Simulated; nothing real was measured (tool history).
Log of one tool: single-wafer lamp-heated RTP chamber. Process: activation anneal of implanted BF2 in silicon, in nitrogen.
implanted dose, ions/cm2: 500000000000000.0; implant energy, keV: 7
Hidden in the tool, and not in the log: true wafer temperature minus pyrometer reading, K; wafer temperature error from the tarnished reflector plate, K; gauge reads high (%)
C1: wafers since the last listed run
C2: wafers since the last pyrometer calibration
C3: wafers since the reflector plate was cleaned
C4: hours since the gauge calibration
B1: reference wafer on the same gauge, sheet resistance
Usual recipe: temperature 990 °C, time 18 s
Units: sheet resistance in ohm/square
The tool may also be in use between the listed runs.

Run 1, day 0: usual settings; C1 0; C2 1763; C3 2634; C4 123.5; B1 442.5. Result: sheet resistance 371.18 ohm/square.
Run 2, day 0.629: usual settings; C1 317; C2 2081; C3 2951; C4 138.6; B1 441.6. Result: sheet resistance 368.09 ohm/square.
Run 3, day 1.021: usual settings; C1 197; C2 2279; C3 3149; C4 148; B1 442.02. Result: sheet resistance 370.15 ohm/square.
At day 1.746: reflector plate cleaned.
Run 4, day 2.162: usual settings but temperature 1007 °C; C1 407; C2 2687; C3 210; C4 175.4; B1 441.89. Result: sheet resistance 342.88 ohm/square.
Run 5, day 2.475: usual settings but temperature 1007 °C; C1 157; C2 2844; C3 367; C4 182.9; B1 442.24. Result: sheet resistance 343.86 ohm/square.
Run 6, day 2.833: usual settings but temperature 1007 °C; C1 180; C2 3025; C3 548; C4 191.5; B1 442.52. Result: sheet resistance 342.38 ohm/square.
Run 7, day 3.371: usual settings but time 11 s; C1 271; C2 3296; C3 820; C4 204.4; B1 442.1. Result: sheet resistance 390.85 ohm/square.
Run 8, day 3.9: usual settings; C1 267; C2 3563; C3 1087; C4 217.1; B1 441.18. Result: sheet resistance 364.76 ohm/square.
Run 9, day 4.342: usual settings but time 10 s; C1 222; C2 3786; C3 1310; C4 227.7; B1 442.02. Result: sheet resistance 393.59 ohm/square.
Run 10, day 4.767: usual settings but time 10 s; C1 214; C2 4001; C3 1524; C4 237.9; B1 441.94. Result: sheet resistance 391.39 ohm/square.
Run 11, day 5.05: usual settings but time 10 s; C1 142; C2 4144; C3 1667; C4 244.7; B1 442.36. Result: sheet resistance 391.5 ohm/square.
At day 5.888: pyrometer window cleaned and pyrometer calibrated.
Run 12, day 5.908: usual settings; C1 264; C2 11; C3 1932; C4 265.3; B1 441.8. Result: sheet resistance 379.03 ohm/square.
Run 13, day 6.038: usual settings; C1 65; C2 76; C3 1997; C4 268.4; B1 442. Result: sheet resistance 378.05 ohm/square.
Run 14, day 6.417: usual settings; C1 191; C2 267; C3 2188; C4 277.5; B1 441.39. Result: sheet resistance 378.8 ohm/square.
Run 15, day 7.025: usual settings; C1 307; C2 574; C3 2495; C4 292.1; B1 441.82. Result: sheet resistance 375.33 ohm/square.
Run 16, day 7.446: usual settings but temperature 1000 °C; C1 212; C2 787; C3 2708; C4 302.2; B1 442.2. Result: sheet resistance 360.63 ohm/square.
Run 17, day 8.104: usual settings but temperature 1000 °C; C1 332; C2 1119; C3 3040; C4 318; B1 441.71. Result: sheet resistance 356.82 ohm/square.
Run 18, day 8.425: usual settings but temperature 976 °C; C1 161; C2 1281; C3 3202; C4 325.7; B1 442.58. Result: sheet resistance 406.74 ohm/square.
Run 19, day 8.775: usual settings but temperature 1018 °C; C1 176; C2 1457; C3 3379; C4 334.1; B1 441.16. Result: sheet resistance 334.87 ohm/square.
Run 20, day 9.054: usual settings but temperature 960 °C, time 11 s; C1 140; C2 1598; C3 3520; C4 340.8; B1 442.9. Result: sheet resistance 506.08 ohm/square.
At day 9.725: reflector plate cleaned.
Run 21, day 9.746: usual settings but temperature 1012 °C, time 27 s; C1 180; C2 1779; C3 10; C4 357.4; B1 441.84. Result: sheet resistance 326.27 ohm/square.
Run 22, day 9.917: usual settings but temperature 1019 °C, time 14 s; C1 86; C2 1865; C3 97; C4 361.5; B1 441.89. Result: sheet resistance 340.79 ohm/square.
Run 23, day 10.625: usual settings but temperature 1004 °C; C1 357; C2 2223; C3 454; C4 378.5; B1 441.42. Result: sheet resistance 345.08 ohm/square.
At day 10.738: gauge calibrated.
Run 24, day 11.225: usual settings but temperature 1011 °C, time 10 s; C1 302; C2 2526; C3 757; C4 11.7; B1 442.69. Result: sheet resistance 362.17 ohm/square.
Run 25, day 11.938: usual settings; C1 359; C2 2885; C3 1116; C4 28.8; B1 442.2. Result: sheet resistance 365.35 ohm/square.
Run 26, day 12.529: usual settings but temperature 975 °C, time 13 s; C1 298; C2 3184; C3 1415; C4 43; B1 441.37. Result: sheet resistance 419.2 ohm/square.
Run 27, day 13.042: usual settings but time 10 s; C1 258; C2 3442; C3 1674; C4 55.3; B1 442.81. Result: sheet resistance 395.91 ohm/square.
Run 28, day 13.392: usual settings; C1 176; C2 3619; C3 1850; C4 63.7; B1 442.51. Result: sheet resistance 360.22 ohm/square.
At day 14.017: pyrometer window cleaned and pyrometer calibrated.
Run 29, day 14.038: usual settings; C1 157; C2 9; C3 2008; C4 79.2; B1 441.1. Result: sheet resistance 378.9 ohm/square.
Run 30, day 14.654: usual settings; C1 311; C2 320; C3 2319; C4 94; B1 441.55. Result: sheet resistance 374.89 ohm/square.
Run 31, day 15.383: usual settings; C1 367; C2 688; C3 2687; C4 111.5; B1 441.62. Result: sheet resistance 375.84 ohm/square.
Run 32, day 15.65: usual settings but temperature 1002 °C; C1 134; C2 823; C3 2822; C4 117.9; B1 442.08. Result: sheet resistance 355.65 ohm/square.
Run 33, day 16.346: usual settings but temperature 1013 °C; C1 351; C2 1174; C3 3173; C4 134.6; B1 442.4. Result: sheet resistance 342.59 ohm/square.
Run 34, day 16.954: usual settings but temperature 1005 °C; C1 307; C2 1481; C3 3480; C4 149.2; B1 441.88. Result: sheet resistance 350.54 ohm/square.
At day 17.904: reflector plate cleaned.
Run 35, day 17.925: usual settings but temperature 1002 °C, time 21 s; C1 321; C2 1803; C3 9; C4 172.5; B1 441.82. Result: sheet resistance 347.09 ohm/square.
Run 36, day 18.133: usual settings but temperature 978 °C, time 22 s; C1 105; C2 1908; C3 115; C4 177.5; B1 440.87. Result: sheet resistance 383.37 ohm/square.
Run 37, day 18.412: usual settings but temperature 1016 °C, time 22 s; C1 140; C2 2049; C3 255; C4 184.2; B1 441.69. Result: sheet resistance 328.12 ohm/square.

Forecast each of these 4 alternatives for the next run:
Run A, day 18.429: usual settings but temperature 1009 °C; C1 8; C2 2057; C3 264; C4 184.6; B1 ?. Result: sheet resistance ?.
Run B, day 18.429: usual settings but temperature 978 °C, time 26 s; C1 8; C2 2057; C3 264; C4 184.6; B1 ?. Result: sheet resistance ?.
Run C, day 18.429: usual settings but temperature 1002 °C, time 14 s; C1 8; C2 2057; C3 264; C4 184.6; B1 ?. Result: sheet resistance ?.
Run D, day 18.429: usual settings but temperature 1010 °C, time 24 s; C1 8; C2 2057; C3 264; C4 184.6; B1 ?. Result: sheet resistance ?.

run      B1  sheet resistance
  A  442.04             344.3
  B  442.04            374.94
  C  442.04            361.94
  D  442.04            334.11
The same runs, with their run-to-run variation unchanged, on a tool lacking any hidden condition would have given:
run  sheet resistance
  A            350.86
  B            389.45
  C            370.63
  D            340.31
